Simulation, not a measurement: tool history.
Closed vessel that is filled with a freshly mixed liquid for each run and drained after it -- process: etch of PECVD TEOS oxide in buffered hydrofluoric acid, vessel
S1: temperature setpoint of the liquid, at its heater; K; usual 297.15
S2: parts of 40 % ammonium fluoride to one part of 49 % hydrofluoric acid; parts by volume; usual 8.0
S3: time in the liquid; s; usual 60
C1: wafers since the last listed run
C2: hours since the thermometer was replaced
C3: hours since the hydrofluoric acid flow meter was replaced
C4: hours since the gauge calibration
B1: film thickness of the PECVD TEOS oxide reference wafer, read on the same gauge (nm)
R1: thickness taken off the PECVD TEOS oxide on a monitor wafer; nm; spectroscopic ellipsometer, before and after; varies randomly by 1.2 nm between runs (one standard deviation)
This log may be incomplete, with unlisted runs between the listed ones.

{"run": 1, "hour": 0.0, "S1": 297.15, "S2": 8.0, "S3": 60, "C1": 0, "C2": 2155.2, "C3": 977.9, "C4": 192.8, "B1": 120.0, "R1": 356.85}
{"run": 2, "hour": 7.4, "S1": 295.15, "S2": 8.0, "S3": 60, "C1": 744, "C2": 2162.6, "C3": 985.3, "C4": 200.2, "B1": 120.01, "R1": 321.48}
{"run": 3, "hour": 22.4, "S1": 297.15, "S2": 8.0, "S3": 60, "C1": 1508, "C2": 2177.6, "C3": 1000.3, "C4": 215.2, "B1": 120.04, "R1": 356.28}
{"run": 4, "hour": 70.1, "S1": 297.15, "S2": 8.0, "S3": 60, "C1": 4796, "C2": 2225.3, "C3": 1048.0, "C4": 262.9, "B1": 119.96, "R1": 359.81}
{"run": 5, "hour": 82.6, "S1": 297.15, "S2": 8.0, "S3": 60, "C1": 1256, "C2": 2237.8, "C3": 1060.5, "C4": 275.4, "B1": 119.99, "R1": 359.79}
{"run": 6, "hour": 90.6, "S1": 297.15, "S2": 8.0, "S3": 40, "C1": 804, "C2": 2245.8, "C3": 1068.5, "C4": 283.4, "B1": 119.98, "R1": 240.25}
{"run": 7, "hour": 102.6, "S1": 297.15, "S2": 8.0, "S3": 40, "C1": 1206, "C2": 2257.8, "C3": 1080.5, "C4": 295.4, "B1": 119.99, "R1": 241.57}
{"hour": 111.6, "done": "hydrofluoric acid flow meter replaced"}
{"run": 8, "hour": 114.3, "S1": 297.15, "S2": 8.0, "S3": 40, "C1": 1075, "C2": 2269.5, "C3": 2.7, "C4": 307.1, "B1": 119.99, "R1": 215.3}
{"run": 9, "hour": 129.7, "S1": 297.15, "S2": 8.0, "S3": 60, "C1": 1548, "C2": 2284.9, "C3": 18.1, "C4": 322.5, "B1": 120.0, "R1": 325.58}
{"run": 10, "hour": 177.3, "S1": 297.15, "S2": 8.0, "S3": 60, "C1": 4786, "C2": 2332.5, "C3": 65.7, "C4": 370.1, "B1": 119.99, "R1": 327.23}
{"run": 11, "hour": 194.8, "S1": 297.15, "S2": 8.0, "S3": 60, "C1": 1759, "C2": 2350.0, "C3": 83.2, "C4": 387.6, "B1": 120.02, "R1": 331.25}
{"run": 12, "hour": 208.2, "S1": 297.15, "S2": 8.0, "S3": 60, "C1": 1347, "C2": 2363.4, "C3": 96.6, "C4": 401.0, "B1": 119.98, "R1": 327.65}
{"hour": 221.6, "done": "gauge calibrated"}
{"hour": 222.1, "done": "thermometer replaced"}
{"run": 13, "hour": 223.0, "S1": 299.15, "S2": 8.0, "S3": 30, "C1": 1387, "C2": 0.9, "C3": 111.4, "C4": 1.4, "B1": 120.0, "R1": 163.07}
{"run": 14, "hour": 229.0, "S1": 294.15, "S2": 8.0, "S3": 60, "C1": 603, "C2": 6.9, "C3": 117.4, "C4": 7.4, "B1": 119.97, "R1": 248.18}
{"run": 15, "hour": 239.8, "S1": 299.65, "S2": 10.0, "S3": 60, "C1": 1086, "C2": 17.7, "C3": 128.2, "C4": 18.2, "B1": 120.0, "R1": 271.9}
{"run": 16, "hour": 250.5, "S1": 297.15, "S2": 8.0, "S3": 60, "C1": 1075, "C2": 28.4, "C3": 138.9, "C4": 28.9, "B1": 120.01, "R1": 293.03}
{"run": 17, "hour": 280.4, "S1": 294.65, "S2": 7.0, "S3": 60, "C1": 3006, "C2": 58.3, "C3": 168.8, "C4": 58.8, "B1": 120.02, "R1": 293.74}
{"run": 18, "hour": 288.9, "S1": 294.15, "S2": 8.0, "S3": 60, "C1": 854, "C2": 66.8, "C3": 177.3, "C4": 67.3, "B1": 119.98, "R1": 247.94}
{"run": 19, "hour": 300.6, "S1": 297.15, "S2": 8.0, "S3": 60, "C1": 1176, "C2": 78.5, "C3": 189.0, "C4": 79.0, "B1": 120.0, "R1": 295.33}
{"run": 20, "hour": 315.0, "S1": 295.15, "S2": 7.0, "S3": 95, "C1": 1448, "C2": 92.9, "C3": 203.4, "C4": 93.4, "B1": 119.97, "R1": 480.72}
{"run": 21, "hour": 323.5, "S1": 292.65, "S2": 5.0, "S3": 35, "C1": 854, "C2": 101.4, "C3": 211.9, "C4": 101.9, "B1": 119.97, "R1": 207.2}
{"run": 22, "hour": 330.9, "S1": 292.65, "S2": 10.5, "S3": 85, "C1": 744, "C2": 108.8, "C3": 219.3, "C4": 109.3, "B1": 119.98, "R1": 259.46}
{"run": 23, "hour": 341.6, "S1": 297.15, "S2": 8.0, "S3": 60, "C1": 1075, "C2": 119.5, "C3": 230.0, "C4": 120.0, "B1": 120.03, "R1": 297.13}
{"run": 24, "hour": 350.5, "S1": 301.15, "S2": 10.0, "S3": 60, "C1": 894, "C2": 128.4, "C3": 238.9, "C4": 128.9, "B1": 120.0, "R1": 298.23}
{"run": 25, "hour": 360.3, "S1": 297.15, "S2": 8.0, "S3": 60, "C1": 985, "C2": 138.2, "C3": 248.7, "C4": 138.7, "B1": 119.99, "R1": 298.54}

Selected run-to-run steps in R1, each split into two signed amounts: the part the tool would show with no hidden state at all (from settings, incoming material and random variation), and the remainder, which goes to the hidden state together with any gauge scatter not common to the measured and the hidden-state-free results:
The tool's hidden condition here consists of: liquid hotter than its thermometer reads (K); hydrofluoric acid flow above the setpoint (%); gauge reads high (%).
Run 5 -> 6: S3 60 -> 40. R1 -119.54 nm: hidden state -27.28, all else -92.26.
Run 12 -> 13: S1 297.15 -> 299.15, S3 60 -> 30, gauge calibrated, thermometer replaced. R1 -164.58 nm: hidden state -43.85, all else -120.73.
Run 19 -> 20: S1 297.15 -> 295.15, S2 8.0 -> 7.0, S3 60 -> 95. R1 +185.39 nm: hidden state +9.56, all else +175.83.
Run 20 -> 21: S1 295.15 -> 292.65, S2 7.0 -> 5.0, S3 95 -> 35. R1 -273.52 nm: hidden state -14.58, all else -258.94.
